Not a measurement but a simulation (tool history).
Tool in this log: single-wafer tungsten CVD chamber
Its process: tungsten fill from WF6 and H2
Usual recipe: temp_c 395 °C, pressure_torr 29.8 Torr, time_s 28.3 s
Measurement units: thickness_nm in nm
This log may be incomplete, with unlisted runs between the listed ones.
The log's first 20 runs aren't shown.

run	day	temp_c	pressure_torr	time_s	read-back reference wafer on the same gauge, thickness_nm	thickness_nm
21	39.083	403	25.7	25.4	85.766	75.365
22	41.558	395	29.8	28.3	85.778	77.347
23	42.975	395	29.8	28.3	85.858	77.073
24	45.417	395	29.8	28.3	85.817	77.415
25	47.621	408	34.0	32.7	85.844	121.961
26	49.450	395	29.8	28.3	85.794	77.338
# day 50.604: thermocouple changed; heater temperature recalibrated
27	52.325	395	33.1	25.9	85.811	75.264
28	54.912	384	24.0	22.8	85.767	46.128
29	56.162	404	29.8	25.5	85.850	84.112
30	57.404	402	23.6	26.4	85.810	75.466
31	59.596	395	26.3	25.5	85.829	67.100
32	62.417	395	29.8	28.3	85.856	79.070
33	64.196	390	32.8	31.8	85.837	83.502
34	65.479	395	29.8	28.3	85.806	79.360
35	66.588	395	29.8	28.3	85.825	78.849

Predict each of these 3 candidate next runs independently; none follows another, all start after run 35:
A	66.604	395	29.8	32.1	?	?
B	66.604	388	36.4	30.1	?	?
C	66.604	395	22.4	24.4	?	?

run	read-back reference wafer on the same gauge, thickness_nm	thickness_nm
A	85.786	89.537
B	85.786	79.862
C	85.786	59.686
Without the tool's unlogged condition, the same runs would have read:
run	thickness_nm
A	87.436
B	78.040
C	58.246

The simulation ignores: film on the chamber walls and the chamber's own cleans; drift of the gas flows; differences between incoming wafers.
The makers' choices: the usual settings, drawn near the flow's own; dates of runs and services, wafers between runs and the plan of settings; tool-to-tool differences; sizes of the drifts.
